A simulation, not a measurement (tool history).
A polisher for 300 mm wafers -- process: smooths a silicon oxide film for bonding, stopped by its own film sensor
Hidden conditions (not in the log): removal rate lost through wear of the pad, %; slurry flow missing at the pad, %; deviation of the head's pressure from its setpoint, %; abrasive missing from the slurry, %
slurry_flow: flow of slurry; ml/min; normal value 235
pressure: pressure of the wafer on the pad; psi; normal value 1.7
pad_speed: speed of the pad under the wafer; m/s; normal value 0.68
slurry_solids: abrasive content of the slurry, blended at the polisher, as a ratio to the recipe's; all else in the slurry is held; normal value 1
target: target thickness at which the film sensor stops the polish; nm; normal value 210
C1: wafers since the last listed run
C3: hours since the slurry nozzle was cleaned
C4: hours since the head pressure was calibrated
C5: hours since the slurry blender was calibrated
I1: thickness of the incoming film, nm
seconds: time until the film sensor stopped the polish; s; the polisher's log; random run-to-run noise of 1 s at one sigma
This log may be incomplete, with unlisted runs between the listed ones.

{"run": 1, "hour": 0.0, "slurry_flow": 235, "pressure": 1.7, "pad_speed": 0.56, "slurry_solids": 1, "target": 210, "C1": 0, "wafers polished on this pad": 595, "C3": 458, "C4": 1250.6, "C5": 289.3, "I1": 243.9, "seconds": 117.9}
{"run": 2, "hour": 25.5, "slurry_flow": 235, "pressure": 1.7, "pad_speed": 0.56, "slurry_solids": 1, "target": 210, "C1": 202, "wafers polished on this pad": 798, "C3": 483.5, "C4": 1276.1, "C5": 314.8, "I1": 242, "seconds": 113.9}
{"hour": 33.1, "done": "worn pad replaced by a new one"}
{"run": 3, "hour": 58.4, "slurry_flow": 235, "pressure": 1.7, "pad_speed": 0.68, "slurry_solids": 1, "target": 210, "C1": 229, "wafers polished on this pad": 201, "C3": 516.4, "C4": 1309, "C5": 347.7, "I1": 237.3, "seconds": 81.8}
{"run": 4, "hour": 71.5, "slurry_flow": 260, "pressure": 1.2, "pad_speed": 0.68, "slurry_solids": 1, "target": 210, "C1": 104, "wafers polished on this pad": 305, "C3": 529.5, "C4": 1322.1, "C5": 360.8, "I1": 240.2, "seconds": 119.5}
{"run": 5, "hour": 86.0, "slurry_flow": 260, "pressure": 1.2, "pad_speed": 0.68, "slurry_solids": 1, "target": 210, "C1": 115, "wafers polished on this pad": 420, "C3": 544, "C4": 1336.6, "C5": 375.3, "I1": 242.4, "seconds": 127.9}
{"hour": 129.6, "done": "slurry nozzle cleaned"}
{"hour": 132.2, "done": "worn pad replaced by a new one"}
{"hour": 179.5, "done": "slurry blender recalibrated"}
{"run": 6, "hour": 183.4, "slurry_flow": 235, "pressure": 1.7, "pad_speed": 0.68, "slurry_solids": 1, "target": 210, "C1": 728, "wafers polished on this pad": 390, "C3": 53.8, "C4": 1434, "C5": 3.9, "I1": 238.2, "seconds": 79.4}
{"run": 7, "hour": 214.6, "slurry_flow": 235, "pressure": 1.7, "pad_speed": 0.68, "slurry_solids": 1, "target": 210, "C1": 247, "wafers polished on this pad": 638, "C3": 85, "C4": 1465.2, "C5": 35.1, "I1": 236.3, "seconds": 78.2}

The next listed run, before its measurement:
{"hour": 235.7, "done": "worn pad replaced by a new one"}
{"run": 8, "hour": 236.2, "slurry_flow": 255, "pressure": 1.9, "pad_speed": 0.78, "slurry_solids": 1, "target": 210, "C1": 139, "wafers polished on this pad": 3, "C3": 106.6, "C4": 1486.8, "C5": 56.7, "I1": 239.5, "seconds": "?"}

Run 8 gave seconds 64.1 s.
Take away the tool's hidden state, keep the run-to-run variation as it was, and the same run would have given seconds 62.4 s.

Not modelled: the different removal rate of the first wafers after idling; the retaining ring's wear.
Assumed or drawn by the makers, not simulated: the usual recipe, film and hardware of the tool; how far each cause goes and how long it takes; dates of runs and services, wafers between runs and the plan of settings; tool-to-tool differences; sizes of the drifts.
